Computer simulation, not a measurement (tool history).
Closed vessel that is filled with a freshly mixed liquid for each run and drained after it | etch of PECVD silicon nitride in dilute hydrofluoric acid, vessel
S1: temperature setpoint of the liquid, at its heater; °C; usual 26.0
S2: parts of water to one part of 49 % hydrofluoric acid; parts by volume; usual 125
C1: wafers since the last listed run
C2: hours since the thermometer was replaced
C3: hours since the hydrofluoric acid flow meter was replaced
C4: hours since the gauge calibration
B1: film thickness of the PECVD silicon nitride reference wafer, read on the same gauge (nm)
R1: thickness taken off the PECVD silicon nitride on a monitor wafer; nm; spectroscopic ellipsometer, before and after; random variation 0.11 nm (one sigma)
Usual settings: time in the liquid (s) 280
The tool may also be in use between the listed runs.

Run 1, hour 0.0: usual settings; C1 0; C2 1780.1; C3 393.8; C4 473.5; B1 150.00. Result: R1 12.98 nm.
At hour 14.4: hydrofluoric acid flow meter replaced.
Run 2, hour 31.2: usual settings but S1 24.0 °C; C1 3092; C2 1811.3; C3 16.8; C4 504.7; B1 149.99. Result: R1 11.62 nm.
Run 3, hour 99.1: usual settings but S1 24.0 °C; C1 6953; C2 1879.2; C3 84.7; C4 572.6; B1 149.99. Result: R1 11.50 nm.
Run 4, hour 113.8: usual settings but time in the liquid (s) 350; C1 1505; C2 1893.9; C3 99.4; C4 587.3; B1 149.99. Result: R1 16.47 nm.
Run 5, hour 144.5: usual settings but time in the liquid (s) 350; C1 3143; C2 1924.6; C3 130.1; C4 618.0; B1 150.04. Result: R1 16.50 nm.
At hour 170.6: thermometer replaced.
Run 6, hour 174.9: usual settings but S1 29.5 °C, time in the liquid (s) 320; C1 3010; C2 4.3; C3 160.5; C4 648.4; B1 149.96. Result: R1 18.70 nm.
Run 7, hour 188.2: usual settings but S1 29.5 °C, time in the liquid (s) 320; C1 1362; C2 17.6; C3 173.8; C4 661.7; B1 149.99. Result: R1 18.52 nm.
Run 8, hour 204.4: usual settings but S1 29.5 °C, time in the liquid (s) 320; C1 1659; C2 33.8; C3 190.0; C4 677.9; B1 150.06. Result: R1 18.67 nm.
Run 9, hour 225.1: usual settings; C1 2119; C2 54.5; C3 210.7; C4 698.6; B1 150.03. Result: R1 13.28 nm.
Run 10, hour 245.5: usual settings; C1 2089; C2 74.9; C3 231.1; C4 719.0; B1 150.00. Result: R1 13.24 nm.
Run 11, hour 260.4: usual settings but time in the liquid (s) 200; C1 1525; C2 89.8; C3 246.0; C4 733.9; B1 150.05. Result: R1 9.54 nm.
Run 12, hour 281.9: usual settings but S2 170 parts by volume; C1 2201; C2 111.3; C3 267.5; C4 755.4; B1 149.98. Result: R1 9.65 nm.
Run 13, hour 295.9: usual settings but S2 85 parts by volume; C1 1433; C2 125.3; C3 281.5; C4 769.4; B1 150.02. Result: R1 19.56 nm.
Run 14, hour 318.2: usual settings but time in the liquid (s) 370; C1 2283; C2 147.6; C3 303.8; C4 791.7; B1 149.94. Result: R1 17.57 nm.
Run 15, hour 352.9: usual settings; C1 3553; C2 182.3; C3 338.5; C4 826.4; B1 149.98. Result: R1 13.02 nm.
Run 16, hour 366.4: usual settings but S2 175 parts by volume; C1 1382; C2 195.8; C3 352.0; C4 839.9; B1 149.96. Result: R1 9.40 nm.
Run 17, hour 378.6: usual settings but time in the liquid (s) 350; C1 1249; C2 208.0; C3 364.2; C4 852.1; B1 149.98. Result: R1 16.49 nm.
Run 18, hour 410.2: usual settings but S1 22.0 °C; C1 3236; C2 239.6; C3 395.8; C4 883.7; B1 150.02. Result: R1 10.02 nm.
Run 19, hour 439.9: usual settings but S1 22.0 °C, S2 75 parts by volume; C1 3041; C2 269.3; C3 425.5; C4 913.4; B1 150.03. Result: R1 16.61 nm.
At hour 454.9: gauge calibrated.
Run 20, hour 466.8: usual settings; C1 2754; C2 296.2; C3 452.4; C4 11.9; B1 150.02. Result: R1 13.29 nm.
At hour 472.8: hydrofluoric acid flow meter replaced.
Run 21, hour 484.5: usual settings but S2 65 parts by volume, time in the liquid (s) 380; C1 1710; C2 313.9; C3 11.7; C4 29.6; B1 150.02. Result: R1 33.99 nm.
Run 22, hour 519.5: usual settings but S1 22.5 °C, S2 170 parts by volume, time in the liquid (s) 180; C1 3584; C2 348.9; C3 46.7; C4 64.6; B1 150.03. Result: R1 4.99 nm.
Run 23, hour 554.6: usual settings but S2 140 parts by volume, time in the liquid (s) 385; C1 3594; C2 384.0; C3 81.8; C4 99.7; B1 150.03. Result: R1 16.23 nm.
Run 24, hour 587.5: usual settings but S2 100 parts by volume; C1 3369; C2 416.9; C3 114.7; C4 132.6; B1 150.02. Result: R1 16.36 nm.
Run 25, hour 601.3: usual settings; C1 1413; C2 430.7; C3 128.5; C4 146.4; B1 150.03. Result: R1 13.01 nm.
Run 26, hour 621.3: usual settings; C1 2048; C2 450.7; C3 148.5; C4 166.4; B1 150.00. Result: R1 13.01 nm.
Run 27, hour 651.8: usual settings; C1 3123; C2 481.2; C3 179.0; C4 196.9; B1 150.00. Result: R1 13.39 nm.
Run 28, hour 664.7: usual settings but S1 24.5 °C; C1 1321; C2 494.1; C3 191.9; C4 209.8; B1 149.99. Result: R1 11.84 nm.
Run 29, hour 688.2: usual settings but S2 95 parts by volume; C1 2406; C2 517.6; C3 215.4; C4 233.3; B1 149.97. Result: R1 17.24 nm.
Run 30, hour 709.3: usual settings but S1 29.0 °C, S2 95 parts by volume, time in the liquid (s) 140; C1 2160; C2 538.7; C3 236.5; C4 254.4; B1 150.00. Result: R1 10.66 nm.

The next listed run, before its measurement:
Run 31, hour 731.3: usual settings but S1 29.5 °C, S2 160 parts by volume, time in the liquid (s) 145; C1 2253; C2 560.7; C3 258.5; C4 276.4; B1 ?. Result: R1 ?.

B1: 149.98
R1: 6.56 nm
Without the tool's hidden state the same run would have given R1 6.56 nm.

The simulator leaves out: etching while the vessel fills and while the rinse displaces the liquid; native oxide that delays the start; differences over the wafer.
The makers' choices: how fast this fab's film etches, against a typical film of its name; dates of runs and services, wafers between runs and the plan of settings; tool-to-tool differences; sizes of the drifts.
